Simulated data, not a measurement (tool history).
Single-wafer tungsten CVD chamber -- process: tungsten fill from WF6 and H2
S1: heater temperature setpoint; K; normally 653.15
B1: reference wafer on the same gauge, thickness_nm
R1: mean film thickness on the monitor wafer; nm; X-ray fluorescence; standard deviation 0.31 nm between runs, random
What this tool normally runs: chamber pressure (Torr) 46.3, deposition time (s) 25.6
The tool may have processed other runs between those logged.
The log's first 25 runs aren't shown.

{"run": 26, "hour": 1441.4, "S1": 649.15, "chamber pressure (Torr)": 56.3, "deposition time (s)": 30, "B1": 67.442, "R1": 72.07}
{"run": 27, "hour": 1467.9, "S1": 653.15, "chamber pressure (Torr)": 46.3, "deposition time (s)": 23.6, "B1": 67.378, "R1": 55.805}
{"run": 28, "hour": 1528.2, "S1": 642.15, "chamber pressure (Torr)": 40, "deposition time (s)": 25.6, "B1": 67.221, "R1": 47.082}
{"run": 29, "hour": 1587.3, "S1": 653.15, "chamber pressure (Torr)": 46.3, "deposition time (s)": 25.6, "B1": 67.437, "R1": 61.128}
{"run": 30, "hour": 1611.6, "S1": 661.15, "chamber pressure (Torr)": 42, "deposition time (s)": 28.3, "B1": 67.363, "R1": 73.51}
{"run": 31, "hour": 1642.9, "S1": 642.15, "chamber pressure (Torr)": 46.3, "deposition time (s)": 21.8, "B1": 67.41, "R1": 42.452}
{"run": 32, "hour": 1763.5, "S1": 653.15, "chamber pressure (Torr)": 49.6, "deposition time (s)": 21.2, "B1": 67.324, "R1": 52.393}
{"run": 33, "hour": 1797.5, "S1": 662.15, "chamber pressure (Torr)": 46.3, "deposition time (s)": 21, "B1": 67.195, "R1": 58.568}
{"run": 34, "hour": 1854.7, "S1": 653.15, "chamber pressure (Torr)": 46.3, "deposition time (s)": 25.6, "B1": 67.166, "R1": 61.528}

Forecast each of these 4 alternatives for the next run:
{"run": "A", "hour": 1855.1, "S1": 653.15, "chamber pressure (Torr)": 46.3, "deposition time (s)": 25.6, "B1": "?", "R1": "?"}
{"run": "B", "hour": 1855.1, "S1": 653.15, "chamber pressure (Torr)": 36, "deposition time (s)": 27.8, "B1": "?", "R1": "?"}
{"run": "C", "hour": 1855.1, "S1": 663.15, "chamber pressure (Torr)": 51.1, "deposition time (s)": 30.1, "B1": "?", "R1": "?"}
{"run": "D", "hour": 1855.1, "S1": 663.15, "chamber pressure (Torr)": 46.3, "deposition time (s)": 25.6, "B1": "?", "R1": "?"}

run=A B1=67.425 R1=60.798
run=B B1=67.425 R1=59.099
run=C B1=67.425 R1=88.969
run=D B1=67.425 R1=72.418
What these runs would have given with no unlogged condition in the tool:
run=A R1=61.091
run=B R1=59.392
run=C R1=89.399
run=D R1=72.768

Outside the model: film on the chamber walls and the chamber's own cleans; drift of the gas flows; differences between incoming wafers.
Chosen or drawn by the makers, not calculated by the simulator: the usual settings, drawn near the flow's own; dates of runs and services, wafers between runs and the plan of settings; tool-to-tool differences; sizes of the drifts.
